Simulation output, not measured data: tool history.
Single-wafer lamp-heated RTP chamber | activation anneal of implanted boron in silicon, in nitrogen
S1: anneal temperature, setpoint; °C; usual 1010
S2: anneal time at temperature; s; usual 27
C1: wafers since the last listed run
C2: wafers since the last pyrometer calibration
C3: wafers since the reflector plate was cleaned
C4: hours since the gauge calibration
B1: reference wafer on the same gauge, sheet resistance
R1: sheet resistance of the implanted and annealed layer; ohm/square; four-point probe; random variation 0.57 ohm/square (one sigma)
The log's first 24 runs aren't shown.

run 25 hour=1206.9 | S1=997 S2=27 | C1=377 C2=2355 C3=1360 C4=245.6 | B1=187.96 | R1=177.15
run 26 hour=1235.1 | S1=1010 S2=27 | C1=330 C2=2686 C3=1691 C4=273.8 | B1=187.83 | R1=174.18
run 27 hour=1275.7 | S1=1039 S2=12 | C1=476 C2=3163 C3=2167 C4=314.4 | B1=187.87 | R1=173.10
run 28 hour=1305.5 | S1=1002 S2=18 | C1=349 C2=3512 C3=2517 C4=344.2 | B1=188.06 | R1=176.99
run 29 hour=1330.8 | S1=1010 S2=27 | C1=296 C2=3809 C3=2813 C4=369.5 | B1=188.05 | R1=174.11
run 30 hour=1357.7 | S1=1010 S2=27 | C1=315 C2=4125 C3=3129 C4=396.4 | B1=187.92 | R1=175.22
run 31 hour=1427.3 | S1=1028 S2=38 | C1=816 C2=4942 C3=3946 C4=466.0 | B1=188.16 | R1=170.53
-- hour=1459.4 pyrometer window cleaned and pyrometer calibrated
-- hour=1616.9 reflector plate cleaned
run 32 hour=1618.4 | S1=1027 S2=20 | C1=2054 C2=1771 C3=17 C4=657.1 | B1=188.14 | R1=172.56
run 33 hour=1656.8 | S1=1020 S2=17 | C1=450 C2=2221 C3=468 C4=695.5 | B1=188.07 | R1=174.52
run 34 hour=1717.3 | S1=1020 S2=31 | C1=709 C2=2931 C3=1178 C4=756.0 | B1=187.97 | R1=173.30

Forecast each of these 4 alternatives for the next run:
run A hour=1717.7 | S1=1010 S2=35 | C1=4 C2=2936 C3=1182 C4=756.4 | B1=? | R1=?
run B hour=1717.7 | S1=1021 S2=22 | C1=4 C2=2936 C3=1182 C4=756.4 | B1=? | R1=?
run C hour=1717.7 | S1=987 S2=27 | C1=4 C2=2936 C3=1182 C4=756.4 | B1=? | R1=?
run D hour=1717.7 | S1=1000 S2=27 | C1=4 C2=2936 C3=1182 C4=756.4 | B1=? | R1=?

run=A B1=187.93 R1=175.03
run=B B1=187.93 R1=174.32
run=C B1=187.93 R1=183.56
run=D B1=187.93 R1=178.15
Without the tool's hidden state the same runs would have given:
run=A R1=175.03
run=B R1=174.32
run=C R1=183.56
run=D R1=178.15
